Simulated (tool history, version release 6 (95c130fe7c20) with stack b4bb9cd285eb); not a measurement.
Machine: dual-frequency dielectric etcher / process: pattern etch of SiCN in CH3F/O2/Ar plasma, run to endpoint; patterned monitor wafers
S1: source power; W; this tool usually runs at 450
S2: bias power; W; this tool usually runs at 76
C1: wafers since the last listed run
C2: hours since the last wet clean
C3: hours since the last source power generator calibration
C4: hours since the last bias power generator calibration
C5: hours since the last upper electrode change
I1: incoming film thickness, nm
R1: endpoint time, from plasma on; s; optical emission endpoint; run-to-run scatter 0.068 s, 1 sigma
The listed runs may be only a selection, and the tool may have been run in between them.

{"run": 1, "day": 0.0, "S1": 450, "S2": 76, "C1": 0, "C2": 331.5, "C3": 3805.5, "C4": 2057.8, "C5": 3240.5, "I1": 8.52, "R1": 22.5}
{"run": 2, "day": 0.529, "S1": 450, "S2": 76, "C1": 200, "C2": 344.2, "C3": 3818.2, "C4": 2070.5, "C5": 3253.2, "I1": 8.47, "R1": 22.3}
{"run": 3, "day": 1.021, "S1": 450, "S2": 76, "C1": 185, "C2": 356.0, "C3": 3830.0, "C4": 2082.3, "C5": 3265.0, "I1": 8.5, "R1": 22.4}
{"run": 4, "day": 1.462, "S1": 450, "S2": 76, "C1": 167, "C2": 366.6, "C3": 3840.6, "C4": 2092.9, "C5": 3275.6, "I1": 8.45, "R1": 22.3}
{"run": 5, "day": 1.808, "S1": 450, "S2": 76, "C1": 130, "C2": 374.9, "C3": 3848.9, "C4": 2101.2, "C5": 3283.9, "I1": 8.46, "R1": 22.2}
{"day": 3.4, "done": "wet clean of the chamber"}
{"run": 6, "day": 3.421, "S1": 450, "S2": 76, "C1": 231, "C2": 0.5, "C3": 3887.6, "C4": 2139.9, "C5": 3322.6, "I1": 8.6, "R1": 23.0}
{"run": 7, "day": 3.433, "S1": 450, "S2": 76, "C1": 4, "C2": 0.8, "C3": 3887.9, "C4": 2140.2, "C5": 3322.9, "I1": 8.45, "R1": 22.7}
{"day": 3.908, "done": "source power generator calibrated"}
{"run": 8, "day": 4.392, "S1": 450, "S2": 76, "C1": 299, "C2": 23.8, "C3": 11.6, "C4": 2163.2, "C5": 3345.9, "I1": 8.46, "R1": 22.7}
{"run": 9, "day": 5.125, "S1": 520, "S2": 70, "C1": 277, "C2": 41.4, "C3": 29.2, "C4": 2180.8, "C5": 3363.5, "I1": 8.55, "R1": 22.4}
{"day": 6.229, "done": "upper electrode replaced"}
{"run": 10, "day": 6.25, "S1": 540, "S2": 66, "C1": 47, "C2": 68.4, "C3": 56.2, "C4": 2207.8, "C5": 0.5, "I1": 8.49, "R1": 22.4}
{"run": 11, "day": 7.675, "S1": 510, "S2": 89, "C1": 538, "C2": 102.6, "C3": 90.4, "C4": 2242.0, "C5": 34.7, "I1": 8.46, "R1": 20.5}
{"day": 8.221, "done": "bias power generator calibrated"}
{"run": 12, "day": 8.325, "S1": 450, "S2": 83, "C1": 182, "C2": 118.2, "C3": 106.0, "C4": 2.5, "C5": 50.3, "I1": 8.5, "R1": 21.9}
{"run": 13, "day": 8.821, "S1": 370, "S2": 92, "C1": 187, "C2": 130.1, "C3": 117.9, "C4": 14.4, "C5": 62.2, "I1": 8.55, "R1": 22.6}
{"run": 14, "day": 9.108, "S1": 400, "S2": 88, "C1": 108, "C2": 137.0, "C3": 124.8, "C4": 21.3, "C5": 69.1, "I1": 8.45, "R1": 22.1}
{"run": 15, "day": 9.45, "S1": 550, "S2": 67, "C1": 129, "C2": 145.2, "C3": 133.0, "C4": 29.5, "C5": 77.3, "I1": 8.54, "R1": 22.2}
{"run": 16, "day": 9.942, "S1": 410, "S2": 92, "C1": 185, "C2": 157.0, "C3": 144.8, "C4": 41.3, "C5": 89.1, "I1": 8.52, "R1": 21.8}
{"run": 17, "day": 10.683, "S1": 450, "S2": 76, "C1": 280, "C2": 174.8, "C3": 162.6, "C4": 59.1, "C5": 106.9, "I1": 8.48, "R1": 22.4}

The logged runs with the hidden state left out (each run's random variation unchanged):
Unlogged tool condition in this case: etch rate over this chamber's usual, %; source power that arrives over what is set, %; bias power that arrives over what is set, %.
run=1 R1=22.9
run=2 R1=22.8
run=3 R1=22.9
run=4 R1=22.8
run=5 R1=22.7
run=6 R1=23.1
run=7 R1=22.7
run=8 R1=22.8
run=9 R1=22.5
run=10 R1=22.6
run=11 R1=20.7
run=12 R1=22.1
run=13 R1=22.8
run=14 R1=22.3
run=15 R1=22.5
run=16 R1=22.0
run=17 R1=22.8
